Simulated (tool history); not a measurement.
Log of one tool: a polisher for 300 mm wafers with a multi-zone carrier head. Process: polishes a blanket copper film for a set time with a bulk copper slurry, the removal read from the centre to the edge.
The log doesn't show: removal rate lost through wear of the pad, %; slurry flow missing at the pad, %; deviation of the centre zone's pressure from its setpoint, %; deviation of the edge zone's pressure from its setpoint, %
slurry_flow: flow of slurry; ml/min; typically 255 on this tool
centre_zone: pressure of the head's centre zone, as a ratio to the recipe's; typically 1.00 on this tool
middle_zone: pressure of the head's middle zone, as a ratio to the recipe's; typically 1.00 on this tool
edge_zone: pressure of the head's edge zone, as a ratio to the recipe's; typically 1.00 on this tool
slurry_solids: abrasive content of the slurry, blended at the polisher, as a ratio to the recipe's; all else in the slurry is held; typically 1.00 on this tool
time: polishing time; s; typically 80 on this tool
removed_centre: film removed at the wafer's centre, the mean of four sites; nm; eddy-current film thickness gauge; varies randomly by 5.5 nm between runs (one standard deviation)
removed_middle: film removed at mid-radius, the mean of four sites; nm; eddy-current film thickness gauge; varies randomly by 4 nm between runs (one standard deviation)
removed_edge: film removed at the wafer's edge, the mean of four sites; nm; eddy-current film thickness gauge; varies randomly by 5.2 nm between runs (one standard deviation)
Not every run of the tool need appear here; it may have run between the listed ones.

| run | hour | slurry_flow | centre_zone | middle_zone | edge_zone | slurry_solids | time | wafers since the last listed run | wafers polished on this pad | hours since the slurry nozzle was cleaned | hours since the centre zone pressure was calibrated | hours since the edge zone pressure was calibrated | hours since the carrier head's membrane was replaced | incoming thickness of the incoming film, nm | removed_centre | removed_middle | removed_edge |
|---|---|---|---|---|---|---|---|---|---|---|---|---|---|---|---|---|---|
| 1 | 0.0 | 255 | 1.00 | 1.00 | 0.90 | 1.00 | 80 | 0 | 599 | 304.3 | 967.9 | 437.7 | 1739.6 | 2299.4 | 515.1 | 514.6 | 473.7 |
|  | 5.1 | centre zone pressure recalibrated |
| 2 | 10.5 | 255 | 1.00 | 1.00 | 0.90 | 1.00 | 80 | 105 | 705 | 314.8 | 5.4 | 448.2 | 1750.1 | 2336.2 | 515.9 | 504.2 | 477.6 |
| 3 | 16.7 | 255 | 1.00 | 1.00 | 1.00 | 1.00 | 80 | 76 | 782 | 321.0 | 11.6 | 454.4 | 1756.3 | 2344.5 | 510.3 | 507.6 | 492.0 |
| 4 | 30.6 | 255 | 1.00 | 1.00 | 1.00 | 1.00 | 80 | 172 | 954 | 334.9 | 25.5 | 468.3 | 1770.2 | 2317.9 | 511.1 | 506.1 | 494.8 |
| 5 | 37.6 | 255 | 1.00 | 0.92 | 1.00 | 1.25 | 92 | 86 | 1041 | 341.9 | 32.5 | 475.3 | 1777.2 | 2335.2 | 619.9 | 579.6 | 584.5 |
|  | 46.1 | worn pad replaced by a new one |
| 6 | 53.2 | 255 | 1.06 | 1.00 | 1.09 | 1.20 | 80 | 143 | 88 | 357.5 | 48.1 | 490.9 | 1792.8 | 2343.1 | 571.3 | 525.9 | 527.7 |
| 7 | 63.0 | 305 | 0.89 | 1.00 | 1.08 | 1.00 | 101 | 121 | 209 | 367.3 | 57.9 | 500.7 | 1802.6 | 2346.9 | 573.2 | 650.6 | 638.0 |
| 8 | 79.3 | 255 | 0.97 | 1.00 | 1.00 | 1.00 | 72 | 202 | 412 | 383.6 | 74.2 | 517.0 | 1818.9 | 2379.6 | 447.7 | 463.4 | 436.8 |
|  | 101.2 | slurry nozzle cleaned |
| 9 | 108.4 | 255 | 1.00 | 1.00 | 1.08 | 1.00 | 95 | 348 | 760 | 7.2 | 103.3 | 546.1 | 1848.0 | 2357.5 | 620.2 | 604.1 | 606.9 |
| 10 | 116.2 | 255 | 1.00 | 1.00 | 1.07 | 1.20 | 80 | 96 | 857 | 15.0 | 111.1 | 553.9 | 1855.8 | 2352.1 | 536.9 | 526.9 | 533.4 |
| 11 | 128.0 | 255 | 1.07 | 1.00 | 1.00 | 1.00 | 54 | 146 | 1003 | 26.8 | 122.9 | 565.7 | 1867.6 | 2362.0 | 373.1 | 344.0 | 340.2 |
|  | 131.8 | edge zone pressure recalibrated |
|  | 139.8 | worn pad replaced by a new one |
| 12 | 142.0 | 255 | 1.00 | 1.00 | 1.00 | 1.00 | 80 | 99 | 27 | 40.8 | 136.9 | 10.2 | 1881.6 | 2349.6 | 521.9 | 508.3 | 490.7 |
| 13 | 178.0 | 195 | 1.00 | 1.05 | 1.09 | 0.90 | 80 | 446 | 474 | 76.8 | 172.9 | 46.2 | 1917.6 | 2341.6 | 487.8 | 504.9 | 486.8 |
| 14 | 193.4 | 255 | 1.00 | 1.00 | 1.00 | 1.00 | 80 | 191 | 665 | 92.2 | 188.3 | 61.6 | 1933.0 | 2297.3 | 516.5 | 507.8 | 501.9 |
|  | 210.7 | carrier head's membrane replaced by a new one |
| 15 | 211.2 | 255 | 1.03 | 1.00 | 1.00 | 1.00 | 98 | 158 | 823 | 110.0 | 206.1 | 79.4 | 0.5 | 2338.4 | 637.4 | 624.9 | 606.8 |
|  | 255.3 | worn pad replaced by a new one |
| 16 | 258.1 | 255 | 1.00 | 1.00 | 1.11 | 1.00 | 80 | 532 | 34 | 156.9 | 253.0 | 126.3 | 47.4 | 2349.9 | 515.4 | 508.7 | 518.3 |
| 17 | 266.3 | 255 | 1.00 | 1.00 | 1.00 | 1.10 | 80 | 101 | 136 | 165.1 | 261.2 | 134.5 | 55.6 | 2298.2 | 532.5 | 518.4 | 503.1 |
| 18 | 278.9 | 255 | 1.00 | 1.00 | 1.00 | 1.00 | 80 | 156 | 292 | 177.7 | 273.8 | 147.1 | 68.2 | 2331.5 | 526.5 | 509.5 | 498.5 |
| 19 | 292.7 | 175 | 0.91 | 1.00 | 1.00 | 1.00 | 99 | 171 | 464 | 191.5 | 287.6 | 160.9 | 82.0 | 2339.0 | 560.7 | 615.9 | 603.0 |
| 20 | 308.1 | 255 | 1.00 | 1.00 | 0.91 | 1.00 | 80 | 191 | 655 | 206.9 | 303.0 | 176.3 | 97.4 | 2341.1 | 509.1 | 504.2 | 474.9 |
| 21 | 314.9 | 255 | 1.07 | 1.00 | 1.00 | 1.15 | 103 | 84 | 739 | 213.7 | 309.8 | 183.1 | 104.2 | 2289.2 | 711.3 | 671.5 | 658.5 |
| 22 | 332.1 | 255 | 1.00 | 1.00 | 1.11 | 0.70 | 80 | 213 | 953 | 230.9 | 327.0 | 200.3 | 121.4 | 2329.8 | 489.5 | 474.3 | 476.7 |

Entry by entry between the runs, the difference in hidden state between the last listed run before and the first listed run after:
From run 1 to run 2: centre zone pressure recalibrated (hour 5.1)
  no hidden state differs between the two runs
From run 5 to run 6: worn pad replaced by a new one (hour 46.1)
  no hidden state differs between the two runs
From run 8 to run 9: slurry nozzle cleaned (hour 101.2)
  no hidden state differs between the two runs
From run 11 to run 12: edge zone pressure recalibrated (hour 131.8); worn pad replaced by a new one (hour 139.8)
  no hidden state differs between the two runs
From run 14 to run 15: carrier head's membrane replaced by a new one (hour 210.7)
  no hidden state differs between the two runs
From run 15 to run 16: worn pad replaced by a new one (hour 255.3)
  no hidden state differs between the two runs
